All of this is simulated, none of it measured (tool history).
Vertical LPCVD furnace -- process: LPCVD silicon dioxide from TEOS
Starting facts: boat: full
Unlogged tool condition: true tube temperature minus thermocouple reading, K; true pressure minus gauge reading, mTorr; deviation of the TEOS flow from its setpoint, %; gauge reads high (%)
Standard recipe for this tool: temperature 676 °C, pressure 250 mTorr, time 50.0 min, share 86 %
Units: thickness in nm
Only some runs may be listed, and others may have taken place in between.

| run | hour | temperature | pressure | time | share | wafers since the last listed run | hours since the last temperature calibration | hours since the pressure gauge was zeroed | hours since the TEOS flow controller was replaced | hours since the gauge calibration | read-back reference wafer on the same gauge, thickness | thickness |
|---|---|---|---|---|---|---|---|---|---|---|---|---|
| 1 | 0.0 | 676 | 250 | 42.5 | 86 | 0 | 1435.3 | 2715.2 | 2396.9 | 116.4 | 242.94 | 197.19 |
| 2 | 34.8 | 676 | 250 | 42.5 | 86 | 333 | 1470.1 | 2750.0 | 2431.7 | 151.2 | 242.56 | 196.43 |
| 3 | 60.5 | 676 | 250 | 42.5 | 86 | 246 | 1495.8 | 2775.7 | 2457.4 | 176.9 | 242.32 | 198.20 |
| 4 | 87.0 | 681 | 250 | 50.0 | 79 | 253 | 1522.3 | 2802.2 | 2483.9 | 203.4 | 243.06 | 248.59 |
| 5 | 160.2 | 681 | 250 | 50.0 | 79 | 701 | 1595.5 | 2875.4 | 2557.1 | 276.6 | 243.56 | 252.33 |
|  | 206.8 | TEOS flow controller replaced |
| 6 | 207.3 | 681 | 250 | 50.0 | 79 | 221 | 1642.6 | 2922.5 | 0.5 | 323.7 | 243.86 | 251.65 |
| 7 | 212.5 | 676 | 235 | 50.0 | 86 | 49 | 1647.8 | 2927.7 | 5.7 | 328.9 | 243.25 | 227.68 |
| 8 | 232.0 | 676 | 235 | 50.0 | 86 | 186 | 1667.3 | 2947.2 | 25.2 | 348.4 | 243.85 | 227.05 |
| 9 | 248.3 | 676 | 275 | 50.0 | 86 | 156 | 1683.6 | 2963.5 | 41.5 | 364.7 | 243.01 | 241.85 |
| 10 | 262.1 | 676 | 250 | 50.0 | 97 | 132 | 1697.4 | 2977.3 | 55.3 | 378.5 | 242.99 | 249.57 |
| 11 | 287.4 | 676 | 250 | 50.0 | 97 | 242 | 1722.7 | 3002.6 | 80.6 | 403.8 | 243.10 | 247.93 |
| 12 | 310.2 | 676 | 250 | 50.0 | 86 | 218 | 1745.5 | 3025.4 | 103.4 | 426.6 | 242.30 | 233.34 |
|  | 312.2 | gauge calibrated |
| 13 | 335.2 | 676 | 225 | 50.0 | 97 | 239 | 1770.5 | 3050.4 | 128.4 | 23.0 | 242.74 | 234.76 |

For run 14, what comes out?
| 14 | 360.1 | 676 | 250 | 58.5 | 86 | 238 | 1795.4 | 3075.3 | 153.3 | 47.9 | ? | ? |

{"run 14": {"read-back reference wafer on the same gauge, thickness": 242.77, "thickness": 272.32}}
Were there no unlogged condition in the tool, this run, its random variation unchanged, would have produced thickness 245.42 nm.

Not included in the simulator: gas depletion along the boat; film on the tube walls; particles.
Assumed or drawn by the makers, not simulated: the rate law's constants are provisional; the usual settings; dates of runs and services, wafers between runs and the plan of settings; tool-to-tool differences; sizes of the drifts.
